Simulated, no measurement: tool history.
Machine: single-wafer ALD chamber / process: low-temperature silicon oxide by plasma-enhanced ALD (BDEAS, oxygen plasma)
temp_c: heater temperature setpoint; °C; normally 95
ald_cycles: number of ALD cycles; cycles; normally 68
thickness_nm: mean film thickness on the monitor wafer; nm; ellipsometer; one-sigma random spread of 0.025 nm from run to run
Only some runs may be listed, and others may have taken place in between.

run   hour  temp_c  ald_cycles  read-back reference wafer on the same gauge, thickness_nm  thickness_nm
  1      0     100          57                                                     11.383         8.087
  2    8.8      90          68                                                     11.378         9.989
  3   20.9      95          68                                                     11.385         9.834
  4   29.7      95          68                                                     11.384         9.832
  5   44.3      95          68                                                     11.379         9.847
  6   55.8      95          68                                                     11.382         9.821
  7   62.9      95          68                                                      11.38         9.838
  8   77.1     103          68                                                     11.387         9.642
  9  100.5     103          68                                                     11.385         9.587
 10  104.1      95          59                                                     11.375         8.552
 11  121.9     108          78                                                     11.382        10.879
 12  139.4      95          68                                                     11.383         9.847
 13  154.2     108          78                                                     11.378         10.92
 14    172      89          58                                                     11.381         8.551
 15  199.2      95          68                                                     11.381         9.878
 16  205.5     100          63                                                     11.379         8.945
 17  215.7     109          68                                                     11.381         9.541
 18  233.3      91          73                                                     11.384        10.736

Not shown: 2 entries that the log had between the listed runs. Between which runs, and how does the tool's hidden state differ before and after?
Run 8 -> run 9: gauge calibrated (hour 91.9); thermocouple changed; heater temperature recalibrated (hour 100)
  nothing in the hidden state changes from one run to the other

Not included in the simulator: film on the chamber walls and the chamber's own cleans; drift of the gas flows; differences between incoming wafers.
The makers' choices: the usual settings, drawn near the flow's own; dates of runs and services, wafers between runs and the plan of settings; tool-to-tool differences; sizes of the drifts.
